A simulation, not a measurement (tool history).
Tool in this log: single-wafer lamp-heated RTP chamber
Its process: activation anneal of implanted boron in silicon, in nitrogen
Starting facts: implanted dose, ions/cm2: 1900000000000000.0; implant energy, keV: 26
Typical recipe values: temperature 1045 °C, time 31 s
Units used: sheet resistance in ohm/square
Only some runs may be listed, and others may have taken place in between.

run   hour  temperature  time  wafers since the last listed run  wafers since the last pyrometer calibration  wafers since the reflector plate was cleaned  hours since the gauge calibration  read-back reference wafer on the same gauge, sheet resistance  sheet resistance
  1    0.0         1045    31                                 0                                         3848                                          4575                              329.0                                                          54.39             59.52
      18.2  -- pyrometer window cleaned and pyrometer calibrated
  2   30.8         1045    31                               548                                          303                                          5124                              359.8                                                          54.39             59.81
  3   60.3         1045    18                               709                                         1013                                          5834                              389.3                                                          54.39             60.82
  4   91.2         1045    18                               743                                         1756                                          6577                              420.2                                                          54.40             60.50
  5  126.6         1045    18                               851                                         2608                                          7429                              455.6                                                          54.41             60.41
  6  146.6         1045    37                               481                                         3089                                          7910                              475.6                                                          54.36             59.36
  7  178.4         1045    31                               765                                         3854                                          8675                              507.4                                                          54.40             59.75
     193.6  -- pyrometer window cleaned and pyrometer calibrated
  8  211.8         1045    31                               611                                          438                                          9286                              540.8                                                          54.41             59.86
  9  226.4         1045    31                               351                                          789                                          9637                              555.4                                                          54.40             59.58
 10  247.6         1045    31                               510                                         1299                                         10147                              576.6                                                          54.41             59.75
 11  275.4         1045    31                               668                                         1968                                         10816                              604.4                                                          54.43             59.74
 12  298.3         1045    31                               550                                         2519                                         11367                              627.3                                                          54.40             59.53
 13  332.4         1045    31                               820                                         3339                                         12187                              661.4                                                          54.40             59.78
 14  355.8         1045    31                               562                                         3902                                         12750                              684.8                                                          54.41             59.61
 15  376.1         1045    31                               488                                         4391                                         13238                              705.1                                                          54.41             59.75
 16  409.8         1045    37                               810                                         5201                                         14049                              738.8                                                          54.40             59.30
     419.8  -- pyrometer window cleaned and pyrometer calibrated
     429.6  -- reflector plate cleaned
 17  441.6         1045    31                               380                                          331                                           288                              770.6                                                          54.40             60.60
 18  470.0         1053    37                               683                                         1014                                           971                              799.0                                                          54.42             59.09
     481.3  -- gauge calibrated
 19  576.3         1069    25                              2557                                         3571                                          3528                               95.0                                                          54.39             58.40
 20  610.5         1035    26                               822                                         4394                                          4351                              129.2                                                          54.40             61.12
     624.1  -- pyrometer window cleaned and pyrometer calibrated
 21  630.1         1045    31                               279                                          144                                          4630                              148.8                                                          54.39             59.64
 22  648.3         1026    14                               437                                          582                                          5068                              167.0                                                          54.39             63.44
 23  665.4         1045    46                               411                                          994                                          5480                              184.1                                                          54.41             59.10
 24  693.9         1029    45                               685                                         1679                                          6165                              212.6                                                          54.42             60.72
 25  714.9         1058    14                               505                                         2185                                          6670                              233.6                                                          54.38             59.97
 26  736.4         1069    17                               517                                         2702                                          7188                              255.1                                                          54.43             59.09
 27  756.0         1025    31                               471                                         3173                                          7659                              274.7                                                          54.42             61.85
 28  791.6         1073    17                               856                                         4030                                          8516                              310.3                                                          54.40             58.95

Here are 5 independent what-if runs from the current tool condition. What would each one return?
  A  792.0         1027    31                                 9                                         4039                                          8525                              310.7                                                              ?                 ?
  B  792.0         1020    14                                 9                                         4039                                          8525                              310.7                                                              ?                 ?
  C  792.0         1053    18                                 9                                         4039                                          8525                              310.7                                                              ?                 ?
  D  792.0         1070    26                                 9                                         4039                                          8525                              310.7                                                              ?                 ?
  E  792.0         1058    41                                 9                                         4039                                          8525                              310.7                                                              ?                 ?

run  read-back reference wafer on the same gauge, sheet resistance  sheet resistance
  A                                                          54.42             61.76
  B                                                          54.42             64.30
  C                                                          54.42             60.04
  D                                                          54.42             58.22
  E                                                          54.42             58.19
Stripped of hidden state, with their random variation kept, the same runs would have yielded:
run  sheet resistance
  A             62.72
  B             65.56
  C             60.70
  D             58.67
  E             58.77

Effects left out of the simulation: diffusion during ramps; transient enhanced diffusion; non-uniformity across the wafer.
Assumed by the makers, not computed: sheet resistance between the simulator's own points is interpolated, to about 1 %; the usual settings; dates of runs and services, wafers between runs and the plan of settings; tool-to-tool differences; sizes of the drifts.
